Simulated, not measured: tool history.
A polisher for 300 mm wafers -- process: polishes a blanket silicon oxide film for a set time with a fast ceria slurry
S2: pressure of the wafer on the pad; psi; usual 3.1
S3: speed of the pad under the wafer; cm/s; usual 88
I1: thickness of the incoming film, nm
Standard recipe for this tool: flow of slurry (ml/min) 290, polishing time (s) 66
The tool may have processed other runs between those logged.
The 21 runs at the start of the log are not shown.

Run 22, hour 329.5: usual settings; I1 3148.4. Result: film removed (angstrom) 10359.
Run 23, hour 335.9: usual settings; I1 3088.9. Result: film removed (angstrom) 10398.
Run 24, hour 342.8: usual settings but flow of slurry (ml/min) 205, S2 3.8 psi, polishing time (s) 45; I1 3102.1. Result: film removed (angstrom) 8439.
Run 25, hour 358.4: usual settings but polishing time (s) 79; I1 3123.1. Result: film removed (angstrom) 12294.
Run 26, hour 364.9: usual settings but flow of slurry (ml/min) 380; I1 3103.2. Result: film removed (angstrom) 10484.
At hour 381.6: worn pad replaced by a new one.
At hour 382.1: head pressure recalibrated.
Run 27, hour 382.6: usual settings but flow of slurry (ml/min) 330, S3 72 cm/s; I1 3177.4. Result: film removed (angstrom) 9319.
Run 28, hour 398.8: usual settings but flow of slurry (ml/min) 360, S2 3.6 psi, S3 66 cm/s, polishing time (s) 51; I1 3155.3. Result: film removed (angstrom) 7788.
Run 29, hour 408.4: usual settings but polishing time (s) 57; I1 3106.7. Result: film removed (angstrom) 9866.
Run 30, hour 416.5: usual settings but flow of slurry (ml/min) 350, S2 3.9 psi, S3 62 cm/s, polishing time (s) 87; I1 3127.4. Result: film removed (angstrom) 13572.
Run 31, hour 428.3: usual settings; I1 3160.8. Result: film removed (angstrom) 11270.
Run 32, hour 443: usual settings but polishing time (s) 57; I1 3149.1. Result: film removed (angstrom) 9752.
Run 33, hour 452.1: usual settings but S3 76 cm/s, polishing time (s) 59; I1 3106.2. Result: film removed (angstrom) 8685.
Run 34, hour 459.7: usual settings but flow of slurry (ml/min) 330, S2 2.7 psi, S3 60 cm/s, polishing time (s) 60; I1 3163.7. Result: film removed (angstrom) 6183.
At hour 471.1: worn pad replaced by a new one.
Run 35, hour 471.6: usual settings but S3 106 cm/s; I1 3180.4. Result: film removed (angstrom) 13783.
Run 36, hour 478.3: usual settings but S2 2.5 psi, S3 68 cm/s, polishing time (s) 60; I1 3150.7. Result: film removed (angstrom) 6482.

Predict each of these 5 candidate next runs independently; none follows another, all start after run 36:
Run A, hour 478.7: usual settings but flow of slurry (ml/min) 340; I1 3130.2. Result: film removed (angstrom) ?.
Run B, hour 478.7: usual settings but S2 2.4 psi, S3 74 cm/s, polishing time (s) 45; I1 3130.2. Result: film removed (angstrom) ?.
Run C, hour 478.7: usual settings but flow of slurry (ml/min) 390, S3 100 cm/s, polishing time (s) 73; I1 3130.2. Result: film removed (angstrom) ?.
Run D, hour 478.7: usual settings but flow of slurry (ml/min) 235, polishing time (s) 83; I1 3130.2. Result: film removed (angstrom) ?.
Run E, hour 478.7: usual settings but flow of slurry (ml/min) 250, S2 3.8 psi; I1 3130.2. Result: film removed (angstrom) ?.

run  film removed (angstrom)
  A                    11365
  B                     4994
  C                    14402
  D                    13946
  E                    13653
With the hidden condition removed and each run's random variation left untouched, the same runs would have given:
run  film removed (angstrom)
  A                    11559
  B                     5079
  C                    14648
  D                    14184
  E                    13886

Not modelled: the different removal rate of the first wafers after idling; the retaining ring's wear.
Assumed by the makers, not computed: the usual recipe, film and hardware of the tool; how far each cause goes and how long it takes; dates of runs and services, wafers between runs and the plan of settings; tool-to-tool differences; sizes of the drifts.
